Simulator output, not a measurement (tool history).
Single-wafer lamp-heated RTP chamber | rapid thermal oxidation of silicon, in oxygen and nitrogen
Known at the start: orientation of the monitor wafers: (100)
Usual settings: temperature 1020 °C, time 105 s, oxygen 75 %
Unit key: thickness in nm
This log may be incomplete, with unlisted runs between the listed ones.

run    hour  temperature  time  oxygen  wafers since the last listed run  wafers since the last pyrometer calibration  hours since the oxygen flow controller was replaced  hours since the gauge calibration  read-back reference wafer on the same gauge, thickness  thickness
  1       0         1020   105      75                                 0                                          896                                               4406.3                               1041                                                   8.024      8.697
  2    67.6         1020   105      75                               743                                         1640                                               4473.9                             1108.6                                                   8.019      8.676
  3   106.4         1020   105      75                               426                                         2066                                               4512.7                             1147.4                                                   8.035      8.688
  4   222.8         1020   105      64                              1280                                         3347                                               4629.1                             1263.8                                                   8.038      8.227
  5   251.4         1020   105      64                               314                                         3662                                               4657.7                             1292.4                                                   8.022      8.262
  6   275.9         1020   105      75                               269                                         3931                                               4682.2                             1316.9                                                   8.014      8.728
      328.5  -- pyrometer window cleaned and pyrometer calibrated
  7   466.7         1020   105      75                              2011                                         1520                                                 4873                             1507.7                                                   8.013      8.735
  8   658.2         1020   116      75                              2106                                         3627                                               5064.5                             1699.2                                                   8.021      9.138
      811.7  -- pyrometer window cleaned and pyrometer calibrated
      839.3  -- oxygen flow controller replaced
  9   862.3         1020   116      75                              2069                                          468                                                   23                             1903.3                                                   8.019      9.102
 10   888.1         1020   116      75                               283                                          752                                                 48.8                             1929.1                                                   8.022      9.129
 11   921.7         1020   105      75                               369                                         1122                                                 82.4                             1962.7                                                   8.019      8.679
 12   959.2         1020   105      75                               412                                         1534                                                119.9                             2000.2                                                    8.02      8.674
      999.1  -- gauge calibrated
 13  1004.7         1020   105      75                               500                                         2035                                                165.4                                5.6                                                   8.015      8.675
 14  1070.7         1020   105      75                               726                                         2761                                                231.4                               71.6                                                   8.013      8.768
 15  1114.4          998   105      75                               480                                         3242                                                275.1                              115.3                                                   8.015      7.416
 16  1159.2          998   105      75                               492                                         3735                                                319.9                              160.1                                                   8.024      7.424
     1208.6  -- pyrometer window cleaned and pyrometer calibrated
 17  1209.1          998   105      75                               460                                            5                                                369.8                                210                                                   8.015      7.437
 18  1243.2         1011   105      75                               375                                          380                                                403.9                              244.1                                                   8.029      8.125
 19    1274         1035   105      75                               338                                          719                                                434.7                              274.9                                                   8.017      9.679
 20  1311.7         1020   105      75                               414                                         1134                                                472.4                              312.6                                                    8.03       8.78
 21  1337.2         1000    89      94                               280                                         1415                                                497.9                              338.1                                                   8.029      7.577
 22  1401.3         1020   105      75                               705                                         2120                                                  562                              402.2                                                   8.014      8.698
 23  1456.5         1042   105      83                               607                                         2727                                                617.2                              457.4                                                   8.023     10.525
 24  1497.4         1008   133      75                               449                                         3177                                                658.1                              498.3                                                    8.02      8.902
 25  1594.7         1020   105      75                              1070                                         4247                                                755.4                              595.6                                                   8.013      8.744
 26  1647.8         1020   105      52                               584                                         4832                                                808.5                              648.7                                                   8.021      7.692
     1660.8  -- pyrometer window cleaned and pyrometer calibrated
 27  1704.9         1020   105      75                               540                                          485                                                865.6                              705.8                                                   8.031      8.703
 28  1732.9         1020   147      98                               308                                          793                                                893.6                              733.8                                                   8.027     11.184
 29  1779.8         1020   105      75                               515                                         1309                                                940.5                              780.7                                                    8.03      8.738
 30  1848.9          999    70      75                               760                                         2069                                               1009.6                              849.8                                                   8.035      6.277
 31  1887.4         1020   105      75                               423                                         2493                                               1048.1                              888.3                                                   8.028      8.767
 32  1933.8         1009   125      49                               510                                         3003                                               1094.5                              934.7                                                    8.01      7.546
 33  1963.2          997   128      63                               323                                         3327                                               1123.9                              964.1                                                   8.023      7.599
 34  1994.4         1029   122      98                               343                                         3670                                               1155.1                              995.3                                                   8.013     10.971
       2053  -- pyrometer window cleaned and pyrometer calibrated
 35  2183.8         1003   120      49                              1995                                         1438                                               1344.5                             1184.7                                                   8.021      7.034
 36  2233.5          993   135      75                               546                                         1985                                               1394.2                             1234.4                                                   8.014      8.086

Hidden condition of the tool, last listed run before each entry between runs versus first listed run after:
Runs 6 to 7: pyrometer window cleaned and pyrometer calibrated (hour 328.5)
  no hidden state differs between the two runs
Runs 8 to 9: pyrometer window cleaned and pyrometer calibrated (hour 811.7); oxygen flow controller replaced (hour 839.3)
  no hidden state differs between the two runs
Runs 12 to 13: gauge calibrated (hour 999.1)
  no hidden state differs between the two runs
Runs 16 to 17: pyrometer window cleaned and pyrometer calibrated (hour 1208.6)
  no hidden state differs between the two runs
Runs 26 to 27: pyrometer window cleaned and pyrometer calibrated (hour 1660.8)
  no hidden state differs between the two runs
Runs 34 to 35: pyrometer window cleaned and pyrometer calibrated (hour 2053)
  no hidden state differs between the two runs
